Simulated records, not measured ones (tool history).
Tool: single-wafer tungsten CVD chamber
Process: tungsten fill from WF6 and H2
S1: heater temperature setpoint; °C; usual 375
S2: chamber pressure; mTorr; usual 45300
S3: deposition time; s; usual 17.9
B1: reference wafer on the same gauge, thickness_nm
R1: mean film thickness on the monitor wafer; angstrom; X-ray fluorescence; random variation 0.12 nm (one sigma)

| run | hour | S1 | S2 | S3 | B1 | R1 |
|---|---|---|---|---|---|---|
| 1 | 0.0 | 375 | 45300 | 20.0 | 41.694 | 418.38 |
| 2 | 123.8 | 367 | 45300 | 17.9 | 41.699 | 323.85 |
| 3 | 175.5 | 367 | 45300 | 17.9 | 41.678 | 322.61 |
| 4 | 214.6 | 375 | 45300 | 17.9 | 41.697 | 373.77 |
| 5 | 240.3 | 375 | 45300 | 17.9 | 41.719 | 376.37 |
| 6 | 291.9 | 379 | 45300 | 17.9 | 41.691 | 403.69 |
| 7 | 332.8 | 375 | 47800 | 17.9 | 41.719 | 383.47 |
| 8 | 370.3 | 375 | 47800 | 17.9 | 41.711 | 386.35 |
| 9 | 401.9 | 375 | 45300 | 17.9 | 41.710 | 375.83 |
|  | 429.4 | gauge calibrated |
| 10 | 441.4 | 375 | 45300 | 17.9 | 41.711 | 378.71 |
|  | 451.4 | showerhead replaced |
| 11 | 466.2 | 375 | 45300 | 17.9 | 41.676 | 377.85 |
| 12 | 514.9 | 375 | 45300 | 17.9 | 41.710 | 378.82 |
| 13 | 546.7 | 375 | 45300 | 17.9 | 41.740 | 378.59 |
| 14 | 598.0 | 369 | 45300 | 15.9 | 41.717 | 300.15 |
| 15 | 656.6 | 381 | 45300 | 17.9 | 41.676 | 425.73 |
| 16 | 697.8 | 375 | 45300 | 17.9 | 41.691 | 381.59 |
| 17 | 738.8 | 375 | 45300 | 15.5 | 41.677 | 330.98 |
| 18 | 776.8 | 389 | 56100 | 15.5 | 41.706 | 463.86 |
|  | 799.4 | capacitance manometer re-zeroed and calibrated |
|  | 802.9 | thermocouple changed; heater temperature recalibrated |
| 19 | 838.4 | 365 | 56500 | 20.8 | 41.711 | 396.89 |
| 20 | 907.2 | 375 | 45300 | 20.0 | 41.679 | 419.74 |
| 21 | 935.1 | 380 | 48700 | 19.7 | 41.670 | 464.15 |
| 22 | 983.4 | 384 | 45300 | 17.9 | 41.714 | 438.16 |
| 23 | 1012.8 | 380 | 45300 | 18.9 | 41.692 | 432.05 |
| 24 | 1083.8 | 375 | 45300 | 17.9 | 41.700 | 374.10 |
|  | 1090.7 | gauge calibrated |
| 25 | 1126.7 | 380 | 50800 | 17.9 | 41.700 | 431.95 |
| 26 | 1161.8 | 375 | 45300 | 17.9 | 41.689 | 374.93 |

What the log doesn't show, run by run:
wafer temperature above the value expected at the setpoint (K): 0 in every run
gauge reads high (%): 0 in every run
H1: true pressure above the setpoint (%)
| run | H1 |
|---|---|
| 1 | 0.124 |
| 2 | 0.727 |
| 3 | 1.03 |
| 4 | 1.28 |
| 5 | 1.46 |
| 6 | 1.83 |
| 7 | 2.15 |
| 8 | 2.46 |
| 9 | 2.73 |
| 10 | 3.09 |
| 11 | 3.32 |
| 12 | 3.8 |
| 13 | 4.13 |
| 14 | 4.69 |
| 15 | 5.36 |
| 16 | 5.85 |
| 17 | 6.37 |
| 18 | 6.86 |
| 19 | 0.312 |
| 20 | 0.371 |
| 21 | 0.41 |
| 22 | 0.5 |
| 23 | 0.568 |
| 24 | 0.774 |
| 25 | 0.926 |
| 26 | 1.07 |

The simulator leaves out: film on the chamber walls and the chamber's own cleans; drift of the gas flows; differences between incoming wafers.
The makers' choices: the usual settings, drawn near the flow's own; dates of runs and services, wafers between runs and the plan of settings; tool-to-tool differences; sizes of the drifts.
